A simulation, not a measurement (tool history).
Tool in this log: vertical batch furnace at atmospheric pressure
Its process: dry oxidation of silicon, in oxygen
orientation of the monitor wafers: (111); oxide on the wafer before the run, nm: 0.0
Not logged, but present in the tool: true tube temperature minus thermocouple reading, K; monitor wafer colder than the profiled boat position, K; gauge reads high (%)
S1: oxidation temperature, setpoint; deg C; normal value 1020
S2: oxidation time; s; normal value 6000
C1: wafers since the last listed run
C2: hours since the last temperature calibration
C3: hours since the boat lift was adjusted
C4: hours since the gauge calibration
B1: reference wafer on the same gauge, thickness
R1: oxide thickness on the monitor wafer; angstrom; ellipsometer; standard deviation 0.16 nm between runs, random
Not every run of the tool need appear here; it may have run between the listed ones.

Run 1, day 0: usual settings; C1 0; C2 4204.2; C3 3140.4; C4 741.7; B1 110.95. Result: R1 1047 angstrom.
Run 2, day 3.146: usual settings; C1 716; C2 4279.7; C3 3215.9; C4 817.2; B1 111.08. Result: R1 1046.5 angstrom.
Run 3, day 4.583: usual settings; C1 327; C2 4314.2; C3 3250.4; C4 851.7; B1 111.04. Result: R1 1045 angstrom.
Run 4, day 5.104: usual settings; C1 118; C2 4326.7; C3 3262.9; C4 864.2; B1 110.94. Result: R1 1043.9 angstrom.
Run 5, day 6.033: usual settings; C1 211; C2 4349; C3 3285.2; C4 886.5; B1 110.91. Result: R1 1046.2 angstrom.
Run 6, day 6.908: usual settings but S1 1028 deg C; C1 199; C2 4370; C3 3306.2; C4 907.5; B1 111. Result: R1 1105.9 angstrom.
Run 7, day 8.138: usual settings but S1 1028 deg C; C1 279; C2 4399.5; C3 3335.7; C4 937; B1 111.08. Result: R1 1103.9 angstrom.
Run 8, day 8.667: usual settings; C1 120; C2 4412.2; C3 3348.4; C4 949.7; B1 111. Result: R1 1046.2 angstrom.
Run 9, day 11.05: usual settings; C1 542; C2 4469.4; C3 3405.6; C4 1006.9; B1 110.97. Result: R1 1045.8 angstrom.
Run 10, day 11.871: usual settings; C1 186; C2 4489.1; C3 3425.3; C4 1026.6; B1 111.01. Result: R1 1045.5 angstrom.
At day 13.142: thermocouples replaced and temperature profile calibrated.
Run 11, day 13.346: usual settings but S2 7590 s; C1 108; C2 4.9; C3 3460.7; C4 1062; B1 111.05. Result: R1 1214.3 angstrom.
Run 12, day 14.383: usual settings but S2 7590 s; C1 236; C2 29.8; C3 3485.6; C4 1086.9; B1 110.98. Result: R1 1211.9 angstrom.
At day 15.512: gauge calibrated.
Run 13, day 15.554: usual settings but S2 4470 s; C1 266; C2 57.9; C3 3513.7; C4 1; B1 110.92. Result: R1 866.9 angstrom.
Run 14, day 16.908: usual settings but S2 4470 s; C1 308; C2 90.4; C3 3546.2; C4 33.5; B1 110.94. Result: R1 865.8 angstrom.
Run 15, day 18.092: usual settings; C1 269; C2 118.8; C3 3574.6; C4 61.9; B1 111.06. Result: R1 1045.1 angstrom.
Run 16, day 18.621: usual settings but S2 3870 s; C1 120; C2 131.5; C3 3587.3; C4 74.6; B1 110.92. Result: R1 789.9 angstrom.
Run 17, day 19.258: usual settings; C1 145; C2 146.8; C3 3602.6; C4 89.9; B1 110.98. Result: R1 1046 angstrom.
Run 18, day 19.862: usual settings but S1 1002 deg C, S2 3420 s; C1 137; C2 161.3; C3 3617.1; C4 104.4; B1 110.96. Result: R1 635.2 angstrom.
Run 19, day 20.754: usual settings but S1 1038 deg C, S2 4980 s; C1 202; C2 182.7; C3 3638.5; C4 125.8; B1 111.04. Result: R1 1038.9 angstrom.
Run 20, day 21.896: usual settings but S1 1040 deg C, S2 7860 s; C1 259; C2 210.1; C3 3665.9; C4 153.2; B1 111.02. Result: R1 1403.6 angstrom.
Run 21, day 22.883: usual settings but S1 1038 deg C, S2 7290 s; C1 224; C2 233.8; C3 3689.6; C4 176.9; B1 110.99. Result: R1 1323.1 angstrom.
Run 22, day 24.204: usual settings but S2 4260 s; C1 300; C2 265.5; C3 3721.3; C4 208.6; B1 110.98. Result: R1 841.3 angstrom.
Run 23, day 25.408: usual settings but S1 1011 deg C, S2 7350 s; C1 274; C2 294.4; C3 3750.2; C4 237.5; B1 111.04. Result: R1 1119.4 angstrom.
Run 24, day 26.488: usual settings but S1 1035 deg C, S2 6870 s; C1 245; C2 320.3; C3 3776.1; C4 263.4; B1 111.03. Result: R1 1250.6 angstrom.
Run 25, day 27.379: usual settings; C1 202; C2 341.7; C3 3797.5; C4 284.8; B1 111.03. Result: R1 1046.6 angstrom.
At day 29.758: boat lift adjusted.
Run 26, day 29.779: usual settings but S1 1013 deg C, S2 8580 s; C1 318; C2 399.3; C3 0.5; C4 342.4; B1 111. Result: R1 1283.2 angstrom.
Run 27, day 30.05: usual settings but S1 1000 deg C, S2 4710 s; C1 61; C2 405.8; C3 7; C4 348.9; B1 111.05. Result: R1 795.7 angstrom.
Run 28, day 30.9: usual settings but S1 1001 deg C, S2 3690 s; C1 193; C2 426.2; C3 27.4; C4 369.3; B1 110.89. Result: R1 682 angstrom.
Run 29, day 32.083: usual settings; C1 269; C2 454.6; C3 55.8; C4 397.7; B1 110.96. Result: R1 1071.3 angstrom.
Run 30, day 33.112: usual settings but S1 1040 deg C, S2 7860 s; C1 234; C2 479.3; C3 80.5; C4 422.4; B1 110.98. Result: R1 1426.2 angstrom.
Run 31, day 34.129: usual settings but S1 1027 deg C, S2 6750 s; C1 231; C2 503.7; C3 104.9; C4 446.8; B1 110.97. Result: R1 1202.7 angstrom.
Run 32, day 34.967: usual settings but S1 1029 deg C, S2 5100 s; C1 190; C2 523.8; C3 125; C4 466.9; B1 110.99. Result: R1 1025.5 angstrom.
Run 33, day 35.592: usual settings; C1 142; C2 538.8; C3 140; C4 481.9; B1 111.01. Result: R1 1070.4 angstrom.
Run 34, day 36.904: usual settings but S1 1037 deg C, S2 7290 s; C1 298; C2 570.3; C3 171.5; C4 513.4; B1 111.07. Result: R1 1340.1 angstrom.
Run 35, day 37.521: usual settings but S1 1032 deg C; C1 140; C2 585.1; C3 186.3; C4 528.2; B1 111.08. Result: R1 1154.5 angstrom.

Here are 4 independent what-if runs from the current tool condition. What would each one return?
Run A, day 37.796: usual settings; C1 62; C2 591.7; C3 192.9; C4 534.8; B1 ?. Result: R1 ?.
Run B, day 37.796: usual settings but S1 1009 deg C, S2 3090 s; C1 62; C2 591.7; C3 192.9; C4 534.8; B1 ?. Result: R1 ?.
Run C, day 37.796: usual settings but S1 1030 deg C, S2 3360 s; C1 62; C2 591.7; C3 192.9; C4 534.8; B1 ?. Result: R1 ?.
Run D, day 37.796: usual settings but S1 996 deg C, S2 8880 s; C1 62; C2 591.7; C3 192.9; C4 534.8; B1 ?. Result: R1 ?.

run      B1      R1
  A  110.99    1070
  B  110.99   643.3
  C  110.99   788.1
  D  110.99  1160.2
Stripped of hidden state, with their random variation kept, the same runs would have yielded:
run      R1
  A    1077
  B   648.3
  C     793
  D  1167.9
